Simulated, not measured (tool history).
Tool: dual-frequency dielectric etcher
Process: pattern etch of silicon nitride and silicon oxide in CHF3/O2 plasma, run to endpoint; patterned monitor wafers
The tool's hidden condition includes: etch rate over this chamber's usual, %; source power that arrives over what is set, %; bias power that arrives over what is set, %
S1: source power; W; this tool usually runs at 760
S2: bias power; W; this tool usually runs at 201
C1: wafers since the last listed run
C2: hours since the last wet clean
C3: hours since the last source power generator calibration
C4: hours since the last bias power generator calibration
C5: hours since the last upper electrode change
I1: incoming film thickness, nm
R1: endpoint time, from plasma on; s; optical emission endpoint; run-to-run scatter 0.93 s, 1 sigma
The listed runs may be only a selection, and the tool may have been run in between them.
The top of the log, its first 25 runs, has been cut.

{"run": 26, "hour": 1219.9, "S1": 630, "S2": 179, "C1": 333, "C2": 401.5, "C3": 411.1, "C4": 549.3, "C5": 342.6, "I1": 200.3, "R1": 134.7}
{"run": 27, "hour": 1267.7, "S1": 620, "S2": 231, "C1": 459, "C2": 449.3, "C3": 458.9, "C4": 597.1, "C5": 390.4, "I1": 198.9, "R1": 130.5}
{"run": 28, "hour": 1331.4, "S1": 760, "S2": 201, "C1": 613, "C2": 513, "C3": 522.6, "C4": 660.8, "C5": 454.1, "I1": 195.8, "R1": 119.4}
{"hour": 1370.1, "done": "wet clean of the chamber"}
{"run": 29, "hour": 1382.6, "S1": 760, "S2": 201, "C1": 261, "C2": 12.5, "C3": 573.8, "C4": 712, "C5": 505.3, "I1": 198.3, "R1": 122.6}
{"run": 30, "hour": 1443.1, "S1": 570, "S2": 186, "C1": 582, "C2": 73, "C3": 634.3, "C4": 772.5, "C5": 565.8, "I1": 197.2, "R1": 137.9}
{"run": 31, "hour": 1506.3, "S1": 760, "S2": 201, "C1": 608, "C2": 136.2, "C3": 697.5, "C4": 835.7, "C5": 629, "I1": 195.7, "R1": 120.7}
{"run": 32, "hour": 1673.2, "S1": 650, "S2": 188, "C1": 1606, "C2": 303.1, "C3": 864.4, "C4": 1002.6, "C5": 795.9, "I1": 196.2, "R1": 129.6}
{"run": 33, "hour": 1719.7, "S1": 900, "S2": 186, "C1": 447, "C2": 349.6, "C3": 910.9, "C4": 1049.1, "C5": 842.4, "I1": 197.9, "R1": 113.3}
{"run": 34, "hour": 1747.8, "S1": 910, "S2": 156, "C1": 270, "C2": 377.7, "C3": 939, "C4": 1077.2, "C5": 870.5, "I1": 195.9, "R1": 114.9}

Consider 4 possible next runs. They are alternatives, not a sequence: every one starts from the tool as it was left by run 34. What does each give?
{"run": "A", "hour": 1748.3, "S1": 760, "S2": 201, "C1": 4, "C2": 378.2, "C3": 939.5, "C4": 1077.7, "C5": 871, "I1": 198.6, "R1": "?"}
{"run": "B", "hour": 1748.3, "S1": 590, "S2": 228, "C1": 4, "C2": 378.2, "C3": 939.5, "C4": 1077.7, "C5": 871, "I1": 198.6, "R1": "?"}
{"run": "C", "hour": 1748.3, "S1": 760, "S2": 217, "C1": 4, "C2": 378.2, "C3": 939.5, "C4": 1077.7, "C5": 871, "I1": 198.6, "R1": "?"}
{"run": "D", "hour": 1748.3, "S1": 760, "S2": 228, "C1": 4, "C2": 378.2, "C3": 939.5, "C4": 1077.7, "C5": 871, "I1": 198.6, "R1": "?"}

run=A R1=122.8
run=B R1=133.9
run=C R1=121.2
run=D R1=120.2
Without the tool's hidden state the same runs would have given:
run=A R1=122.8
run=B R1=133.9
run=C R1=121.2
run=D R1=120.2
